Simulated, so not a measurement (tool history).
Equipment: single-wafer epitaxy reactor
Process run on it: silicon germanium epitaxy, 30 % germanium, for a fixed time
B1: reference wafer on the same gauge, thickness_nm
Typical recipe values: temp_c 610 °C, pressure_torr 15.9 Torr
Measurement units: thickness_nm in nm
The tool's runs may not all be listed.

{"run": 1, "hour": 0.0, "temp_c": 600, "pressure_torr": 13.1, "B1": 52.38, "thickness_nm": 51.112}
{"run": 2, "hour": 14.1, "temp_c": 600, "pressure_torr": 13.1, "B1": 52.403, "thickness_nm": 50.989}
{"run": 3, "hour": 28.3, "temp_c": 600, "pressure_torr": 13.1, "B1": 52.368, "thickness_nm": 50.998}
{"run": 4, "hour": 66.6, "temp_c": 610, "pressure_torr": 15.9, "B1": 52.398, "thickness_nm": 64.177}
{"run": 5, "hour": 81.6, "temp_c": 610, "pressure_torr": 15.9, "B1": 52.397, "thickness_nm": 64.392}
{"run": 6, "hour": 88.4, "temp_c": 610, "pressure_torr": 15.9, "B1": 52.406, "thickness_nm": 64.036}
{"run": 7, "hour": 104.8, "temp_c": 610, "pressure_torr": 15.9, "B1": 52.397, "thickness_nm": 64.162}
{"run": 8, "hour": 112.4, "temp_c": 618, "pressure_torr": 15.9, "B1": 52.382, "thickness_nm": 73.76}
{"run": 9, "hour": 127.7, "temp_c": 610, "pressure_torr": 18.7, "B1": 52.399, "thickness_nm": 66.626}
{"run": 10, "hour": 141.9, "temp_c": 610, "pressure_torr": 18.7, "B1": 52.394, "thickness_nm": 66.812}
{"run": 11, "hour": 153.2, "temp_c": 610, "pressure_torr": 17, "B1": 52.448, "thickness_nm": 65.081}
{"run": 12, "hour": 160.6, "temp_c": 610, "pressure_torr": 15.9, "B1": 52.407, "thickness_nm": 63.805}
{"run": 13, "hour": 175.5, "temp_c": 610, "pressure_torr": 15.9, "B1": 52.386, "thickness_nm": 63.936}
{"run": 14, "hour": 190.6, "temp_c": 610, "pressure_torr": 15.9, "B1": 52.405, "thickness_nm": 64.386}
{"run": 15, "hour": 199.3, "temp_c": 610, "pressure_torr": 15.9, "B1": 52.381, "thickness_nm": 63.911}
{"run": 16, "hour": 213.4, "temp_c": 597, "pressure_torr": 14.3, "B1": 52.385, "thickness_nm": 48.996}
{"run": 17, "hour": 223.2, "temp_c": 620, "pressure_torr": 17.9, "B1": 52.404, "thickness_nm": 78.775}
{"run": 18, "hour": 234.2, "temp_c": 610, "pressure_torr": 15.9, "B1": 52.404, "thickness_nm": 63.918}
{"run": 19, "hour": 241.5, "temp_c": 610, "pressure_torr": 15.9, "B1": 52.383, "thickness_nm": 64.009}
{"run": 20, "hour": 252.0, "temp_c": 610, "pressure_torr": 12.9, "B1": 52.368, "thickness_nm": 60.94}
{"run": 21, "hour": 268.8, "temp_c": 602, "pressure_torr": 16.9, "B1": 52.388, "thickness_nm": 56.178}
{"run": 22, "hour": 283.0, "temp_c": 610, "pressure_torr": 15.9, "B1": 52.413, "thickness_nm": 63.824}
{"run": 23, "hour": 300.3, "temp_c": 597, "pressure_torr": 17.6, "B1": 52.421, "thickness_nm": 51.752}
{"run": 24, "hour": 307.7, "temp_c": 606, "pressure_torr": 15.9, "B1": 52.417, "thickness_nm": 59.762}
{"run": 25, "hour": 319.9, "temp_c": 610, "pressure_torr": 15.9, "B1": 52.417, "thickness_nm": 64.245}
{"run": 26, "hour": 334.1, "temp_c": 620, "pressure_torr": 19.7, "B1": 52.386, "thickness_nm": 81.103}
{"run": 27, "hour": 343.1, "temp_c": 610, "pressure_torr": 15.9, "B1": 52.388, "thickness_nm": 64.125}
{"run": 28, "hour": 359.0, "temp_c": 610, "pressure_torr": 18, "B1": 52.404, "thickness_nm": 65.931}
{"run": 29, "hour": 367.6, "temp_c": 610, "pressure_torr": 15.9, "B1": 52.413, "thickness_nm": 64.372}
{"run": 30, "hour": 382.2, "temp_c": 623, "pressure_torr": 18.5, "B1": 52.384, "thickness_nm": 83.536}

Withheld: 4 entries from between the runs. Position of each, and hidden state at the listed run before versus the listed run after:
Run 9 -> run 10: pyrometer calibrated (hour 138.1); capacitance manometer re-zeroed and calibrated (hour 140)
  both runs share identical hidden conditions
Run 15 -> run 16: gauge calibrated (hour 206.8)
  both runs share identical hidden conditions
Run 17 -> run 18: showerhead replaced (hour 231.3)
  both runs share identical hidden conditions
